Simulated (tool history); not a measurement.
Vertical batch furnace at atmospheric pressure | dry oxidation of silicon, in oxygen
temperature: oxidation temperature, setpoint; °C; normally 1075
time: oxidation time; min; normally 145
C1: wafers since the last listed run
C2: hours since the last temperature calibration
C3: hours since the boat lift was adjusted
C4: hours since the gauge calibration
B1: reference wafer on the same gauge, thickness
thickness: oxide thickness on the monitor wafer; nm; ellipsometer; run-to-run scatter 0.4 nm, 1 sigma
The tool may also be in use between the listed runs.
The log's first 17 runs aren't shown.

run 18 hour=432.9 | temperature=1075 time=145 | C1=493 C2=4120.8 C3=1529.6 C4=752.3 | B1=179.92 | thickness=186.57
-- hour=489.2 boat lift adjusted
run 19 hour=489.7 | temperature=1091 time=145 | C1=496 C2=4177.6 C3=0.5 C4=809.1 | B1=179.89 | thickness=209.85
run 20 hour=495.9 | temperature=1051 time=88 | C1=93 C2=4183.8 C3=6.7 C4=815.3 | B1=180.15 | thickness=122.38
run 21 hour=508 | temperature=1051 time=199.5 | C1=183 C2=4195.9 C3=18.8 C4=827.4 | B1=180.14 | thickness=200.79
run 22 hour=523.6 | temperature=1075 time=145 | C1=236 C2=4211.5 C3=34.4 C4=843 | B1=179.96 | thickness=190.18
-- hour=560 thermocouples replaced and temperature profile calibrated
-- hour=566.7 gauge calibrated
run 23 hour=592.1 | temperature=1075 time=145 | C1=673 C2=32.1 C3=102.9 C4=25.4 | B1=180.18 | thickness=189.48
run 24 hour=620.4 | temperature=1075 time=205.5 | C1=428 C2=60.4 C3=131.2 C4=53.7 | B1=180.16 | thickness=233.47
run 25 hour=648.3 | temperature=1063 time=108.5 | C1=422 C2=88.3 C3=159.1 C4=81.6 | B1=180.06 | thickness=147.96
run 26 hour=682.1 | temperature=1051 time=145 | C1=511 C2=122.1 C3=192.9 C4=115.4 | B1=180.13 | thickness=165.31
run 27 hour=696.6 | temperature=1100 time=145 | C1=219 C2=136.6 C3=207.4 C4=129.9 | B1=180.05 | thickness=220.08
run 28 hour=731.3 | temperature=1075 time=181.5 | C1=525 C2=171.3 C3=242.1 C4=164.6 | B1=180.07 | thickness=215.69
run 29 hour=757.4 | temperature=1061 time=105.5 | C1=394 C2=197.4 C3=268.2 C4=190.7 | B1=179.89 | thickness=144.19
run 30 hour=779.8 | temperature=1066 time=77 | C1=338 C2=219.8 C3=290.6 C4=213.1 | B1=180.17 | thickness=122.18
run 31 hour=809.1 | temperature=1075 time=145 | C1=443 C2=249.1 C3=319.9 C4=242.4 | B1=179.93 | thickness=188.66
run 32 hour=825.7 | temperature=1052 time=100 | C1=251 C2=265.7 C3=336.5 C4=259 | B1=180.09 | thickness=132.6
run 33 hour=853.7 | temperature=1062 time=192.5 | C1=423 C2=293.7 C3=364.5 C4=287 | B1=180.07 | thickness=207.4

Consider 5 possible next runs. They are alternatives, not a sequence: every one starts from the tool as it was left by run 33. What does each give?
run A hour=859.7 | temperature=1075 time=92 | C1=90 C2=299.7 C3=370.5 C4=293 | B1=? | thickness=?
run B hour=859.7 | temperature=1066 time=145 | C1=90 C2=299.7 C3=370.5 C4=293 | B1=? | thickness=?
run C hour=859.7 | temperature=1053 time=78.5 | C1=90 C2=299.7 C3=370.5 C4=293 | B1=? | thickness=?
run D hour=859.7 | temperature=1059 time=214 | C1=90 C2=299.7 C3=370.5 C4=293 | B1=? | thickness=?
run E hour=859.7 | temperature=1063 time=110.5 | C1=90 C2=299.7 C3=370.5 C4=293 | B1=? | thickness=?

run=A B1=179.72 thickness=143.6
run=B B1=179.72 thickness=179.32
run=C B1=179.72 thickness=114.29
run=D B1=179.72 thickness=217.25
run=E B1=179.72 thickness=149.57
The same runs, with their run-to-run variation unchanged, on a tool lacking any hidden condition would have given:
run=A thickness=145.52
run=B thickness=181.57
run=C thickness=115.74
run=D thickness=219.86
run=E thickness=151.47
